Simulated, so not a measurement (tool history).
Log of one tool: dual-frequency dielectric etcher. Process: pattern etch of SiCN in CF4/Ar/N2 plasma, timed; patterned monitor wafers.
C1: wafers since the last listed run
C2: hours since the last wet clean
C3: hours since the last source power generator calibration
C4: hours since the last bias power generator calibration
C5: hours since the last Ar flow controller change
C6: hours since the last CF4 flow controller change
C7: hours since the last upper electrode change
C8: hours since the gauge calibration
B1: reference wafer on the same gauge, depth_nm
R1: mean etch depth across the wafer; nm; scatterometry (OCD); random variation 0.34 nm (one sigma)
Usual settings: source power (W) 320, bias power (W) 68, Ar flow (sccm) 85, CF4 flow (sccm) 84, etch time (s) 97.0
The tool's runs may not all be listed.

Run 1, hour 0.0: usual settings; C1 0; C2 47.2; C3 92.9; C4 3707.2; C5 363.5; C6 581.5; C7 79.8; C8 2513.3; B1 56.8. Result: R1 65.2 nm.
Run 2, hour 79.2: usual settings but CF4 flow (sccm) 101; C1 931; C2 126.4; C3 172.1; C4 3786.4; C5 442.7; C6 660.7; C7 159.0; C8 2592.5; B1 56.6. Result: R1 66.7 nm.
Run 3, hour 137.2: usual settings but source power (W) 360, Ar flow (sccm) 66; C1 682; C2 184.4; C3 230.1; C4 3844.4; C5 500.7; C6 718.7; C7 217.0; C8 2650.5; B1 56.7. Result: R1 74.7 nm.
Run 4, hour 202.5: usual settings but etch time (s) 73.5; C1 768; C2 249.7; C3 295.4; C4 3909.7; C5 566.0; C6 784.0; C7 282.3; C8 2715.8; B1 56.8. Result: R1 49.3 nm.
At hour 263.2: gauge calibrated.
Run 5, hour 290.1: usual settings but source power (W) 350, bias power (W) 60, etch time (s) 125.0; C1 1030; C2 337.3; C3 383.0; C4 3997.3; C5 653.6; C6 871.6; C7 369.9; C8 26.9; B1 56.7. Result: R1 89.2 nm.
Run 6, hour 355.0: usual settings but bias power (W) 84, CF4 flow (sccm) 76; C1 763; C2 402.2; C3 447.9; C4 4062.2; C5 718.5; C6 936.5; C7 434.8; C8 91.8; B1 56.7. Result: R1 69.5 nm.
At hour 398.6: bias power generator calibrated.
Run 7, hour 419.7: usual settings but source power (W) 400; C1 713; C2 466.9; C3 512.6; C4 21.1; C5 783.2; C6 1001.2; C7 499.5; C8 156.5; B1 56.8. Result: R1 82.1 nm.
Run 8, hour 478.4: usual settings but bias power (W) 81; C1 690; C2 525.6; C3 571.3; C4 79.8; C5 841.9; C6 1059.9; C7 558.2; C8 215.2; B1 56.6. Result: R1 69.8 nm.
Run 9, hour 554.4: usual settings but Ar flow (sccm) 97, etch time (s) 88.0; C1 893; C2 601.6; C3 647.3; C4 155.8; C5 917.9; C6 1135.9; C7 634.2; C8 291.2; B1 56.8. Result: R1 59.4 nm.
At hour 631.1: wet clean of the chamber.
Run 10, hour 644.5: usual settings but source power (W) 260, bias power (W) 77, etch time (s) 85.0; C1 777; C2 13.4; C3 737.4; C4 245.9; C5 1008.0; C6 1226.0; C7 724.3; C8 381.3; B1 56.7. Result: R1 49.3 nm.
Run 11, hour 712.3: usual settings; C1 797; C2 81.2; C3 805.2; C4 313.7; C5 1075.8; C6 1293.8; C7 792.1; C8 449.1; B1 56.6. Result: R1 66.8 nm.
Run 12, hour 785.8: usual settings but CF4 flow (sccm) 105, etch time (s) 86.0; C1 864; C2 154.7; C3 878.7; C4 387.2; C5 1149.3; C6 1367.3; C7 865.6; C8 522.6; B1 56.7. Result: R1 61.2 nm.
Run 13, hour 837.1: usual settings but source power (W) 400, CF4 flow (sccm) 76; C1 603; C2 206.0; C3 930.0; C4 438.5; C5 1200.6; C6 1418.6; C7 916.9; C8 573.9; B1 56.7. Result: R1 81.5 nm.
Run 14, hour 896.6: usual settings but bias power (W) 76, etch time (s) 68.5; C1 699; C2 265.5; C3 989.5; C4 498.0; C5 1260.1; C6 1478.1; C7 976.4; C8 633.4; B1 56.6. Result: R1 49.3 nm.
Run 15, hour 959.7: usual settings but bias power (W) 75, CF4 flow (sccm) 98, etch time (s) 89.5; C1 742; C2 328.6; C3 1052.6; C4 561.1; C5 1323.2; C6 1541.2; C7 1039.5; C8 696.5; B1 56.8. Result: R1 64.9 nm.
Run 16, hour 1006.0: usual settings but bias power (W) 72, Ar flow (sccm) 70, CF4 flow (sccm) 98, etch time (s) 69.5; C1 544; C2 374.9; C3 1098.9; C4 607.4; C5 1369.5; C6 1587.5; C7 1085.8; C8 742.8; B1 56.7. Result: R1 50.4 nm.
Run 17, hour 1081.5: usual settings but Ar flow (sccm) 97, etch time (s) 88.0; C1 887; C2 450.4; C3 1174.4; C4 682.9; C5 1445.0; C6 1663.0; C7 1161.3; C8 818.3; B1 56.8. Result: R1 60.6 nm.
Run 18, hour 1159.9: usual settings; C1 922; C2 528.8; C3 1252.8; C4 761.3; C5 1523.4; C6 1741.4; C7 1239.7; C8 896.7; B1 56.6. Result: R1 67.1 nm.
At hour 1197.4: wet clean of the chamber.
Run 19, hour 1251.0: usual settings but CF4 flow (sccm) 99, etch time (s) 111.0; C1 789; C2 53.6; C3 1343.9; C4 852.4; C5 1614.5; C6 1832.5; C7 1330.8; C8 987.8; B1 56.7. Result: R1 78.6 nm.
Run 20, hour 1315.6: usual settings but source power (W) 270, bias power (W) 57, Ar flow (sccm) 90, etch time (s) 82.0; C1 759; C2 118.2; C3 1408.5; C4 917.0; C5 1679.1; C6 1897.1; C7 1395.4; C8 1052.4; B1 56.6. Result: R1 45.0 nm.

5 ways to go on from here, each from the tool as it stands after run 20. What would each give?
Run A, hour 1316.0: usual settings but source power (W) 250; C1 4; C2 118.6; C3 1408.9; C4 917.4; C5 1679.5; C6 1897.5; C7 1395.8; C8 1052.8; B1 ?. Result: R1 ?.
Run B, hour 1316.0: usual settings but CF4 flow (sccm) 74; C1 4; C2 118.6; C3 1408.9; C4 917.4; C5 1679.5; C6 1897.5; C7 1395.8; C8 1052.8; B1 ?. Result: R1 ?.
Run C, hour 1316.0: usual settings but bias power (W) 60; C1 4; C2 118.6; C3 1408.9; C4 917.4; C5 1679.5; C6 1897.5; C7 1395.8; C8 1052.8; B1 ?. Result: R1 ?.
Run D, hour 1316.0: usual settings but source power (W) 270, bias power (W) 56; C1 4; C2 118.6; C3 1408.9; C4 917.4; C5 1679.5; C6 1897.5; C7 1395.8; C8 1052.8; B1 ?. Result: R1 ?.
Run E, hour 1316.0: usual settings but bias power (W) 57; C1 4; C2 118.6; C3 1408.9; C4 917.4; C5 1679.5; C6 1897.5; C7 1395.8; C8 1052.8; B1 ?. Result: R1 ?.

run    B1    R1
  A  56.6  52.6
  B  56.6  66.1
  C  56.6  64.6
  D  56.6  53.3
  E  56.6  63.6
Without the tool's hidden state the same runs would have given:
run    R1
  A  51.2
  B  64.4
  C  62.9
  D  51.9
  E  61.9
